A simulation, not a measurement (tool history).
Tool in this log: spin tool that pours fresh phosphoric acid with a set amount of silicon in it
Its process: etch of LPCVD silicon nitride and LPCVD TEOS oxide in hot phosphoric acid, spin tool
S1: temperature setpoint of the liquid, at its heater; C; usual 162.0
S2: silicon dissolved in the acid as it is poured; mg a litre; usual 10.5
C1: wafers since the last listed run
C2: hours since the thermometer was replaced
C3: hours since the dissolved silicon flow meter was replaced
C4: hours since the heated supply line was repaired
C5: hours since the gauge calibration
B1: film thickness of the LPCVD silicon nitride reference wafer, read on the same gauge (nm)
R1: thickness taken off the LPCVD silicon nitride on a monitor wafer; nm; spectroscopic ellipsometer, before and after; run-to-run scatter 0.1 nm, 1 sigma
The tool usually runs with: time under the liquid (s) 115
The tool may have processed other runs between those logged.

Run 1, hour 0.0: usual settings; C1 0; C2 1284.4; C3 168.0; C4 1993.0; C5 188.5; B1 140.00. Result: R1 10.64 nm.
Run 2, hour 44.6: usual settings; C1 343; C2 1329.0; C3 212.6; C4 2037.6; C5 233.1; B1 140.01. Result: R1 10.55 nm.
Run 3, hour 77.7: usual settings; C1 255; C2 1362.1; C3 245.7; C4 2070.7; C5 266.2; B1 140.01. Result: R1 10.56 nm.
Run 4, hour 144.6: usual settings; C1 515; C2 1429.0; C3 312.6; C4 2137.6; C5 333.1; B1 139.98. Result: R1 10.49 nm.
Run 5, hour 172.8: usual settings but S1 163.5 C; C1 217; C2 1457.2; C3 340.8; C4 2165.8; C5 361.3; B1 139.98. Result: R1 11.14 nm.
Run 6, hour 210.5: usual settings but S1 163.5 C; C1 290; C2 1494.9; C3 378.5; C4 2203.5; C5 399.0; B1 139.99. Result: R1 11.01 nm.
Run 7, hour 235.9: usual settings but S1 163.5 C; C1 195; C2 1520.3; C3 403.9; C4 2228.9; C5 424.4; B1 140.02. Result: R1 11.11 nm.
Run 8, hour 272.5: usual settings; C1 282; C2 1556.9; C3 440.5; C4 2265.5; C5 461.0; B1 139.97. Result: R1 10.43 nm.
At hour 317.2: dissolved silicon flow meter replaced.
Run 9, hour 317.7: usual settings; C1 340; C2 1602.1; C3 0.5; C4 2310.7; C5 506.2; B1 140.00. Result: R1 10.39 nm.
Run 10, hour 362.2: usual settings; C1 342; C2 1646.6; C3 45.0; C4 2355.2; C5 550.7; B1 140.01. Result: R1 10.41 nm.
Run 11, hour 406.1: usual settings but S2 5.5 mg a litre; C1 338; C2 1690.5; C3 88.9; C4 2399.1; C5 594.6; B1 139.98. Result: R1 10.33 nm.
Run 12, hour 443.1: usual settings but S1 164.5 C, time under the liquid (s) 65; C1 285; C2 1727.5; C3 125.9; C4 2436.1; C5 631.6; B1 140.01. Result: R1 6.44 nm.
At hour 472.4: thermometer replaced.
At hour 478.7: gauge calibrated.
Run 13, hour 491.1: usual settings but S1 163.0 C, S2 5.0 mg a litre; C1 362; C2 18.7; C3 173.9; C4 2484.1; C5 12.4; B1 140.02. Result: R1 10.79 nm.
Run 14, hour 549.7: usual settings but S1 161.0 C; C1 451; C2 77.3; C3 232.5; C4 2542.7; C5 71.0; B1 140.00. Result: R1 9.93 nm.
At hour 658.0: heated supply line repaired.
Run 15, hour 682.5: usual settings; C1 1015; C2 210.1; C3 365.3; C4 24.5; C5 203.8; B1 140.02. Result: R1 11.48 nm.
Run 16, hour 714.3: usual settings; C1 245; C2 241.9; C3 397.1; C4 56.3; C5 235.6; B1 140.00. Result: R1 11.77 nm.
Run 17, hour 746.8: usual settings but S1 160.5 C; C1 250; C2 274.4; C3 429.6; C4 88.8; C5 268.1; B1 140.02. Result: R1 11.00 nm.
Run 18, hour 791.1: usual settings but S1 160.5 C, S2 14.5 mg a litre, time under the liquid (s) 90; C1 341; C2 318.7; C3 473.9; C4 133.1; C5 312.4; B1 140.01. Result: R1 8.59 nm.
Run 19, hour 834.9: usual settings; C1 337; C2 362.5; C3 517.7; C4 176.9; C5 356.2; B1 140.00. Result: R1 11.60 nm.
Run 20, hour 887.1: usual settings but S1 163.5 C, S2 2.5 mg a litre, time under the liquid (s) 80; C1 402; C2 414.7; C3 569.9; C4 229.1; C5 408.4; B1 140.03. Result: R1 8.40 nm.
Run 21, hour 916.3: usual settings; C1 225; C2 443.9; C3 599.1; C4 258.3; C5 437.6; B1 139.99. Result: R1 11.47 nm.

Here are 4 independent what-if runs from the current tool condition. What would each one return?
Run A, hour 916.7: usual settings; C1 3; C2 444.3; C3 599.5; C4 258.7; C5 438.0; B1 ?. Result: R1 ?.
Run B, hour 916.7: usual settings but S1 164.5 C, S2 14.5 mg a litre; C1 3; C2 444.3; C3 599.5; C4 258.7; C5 438.0; B1 ?. Result: R1 ?.
Run C, hour 916.7: usual settings but S2 5.0 mg a litre; C1 3; C2 444.3; C3 599.5; C4 258.7; C5 438.0; B1 ?. Result: R1 ?.
Run D, hour 916.7: usual settings but time under the liquid (s) 45; C1 3; C2 444.3; C3 599.5; C4 258.7; C5 438.0; B1 ?. Result: R1 ?.

run      B1     R1
  A  139.98  11.47
  B  139.98  12.47
  C  139.98  11.47
  D  139.98   4.49
The same runs, with their run-to-run variation unchanged, on a tool lacking any hidden condition would have given:
run     R1
  A  11.67
  B  12.67
  C  11.67
  D   4.57
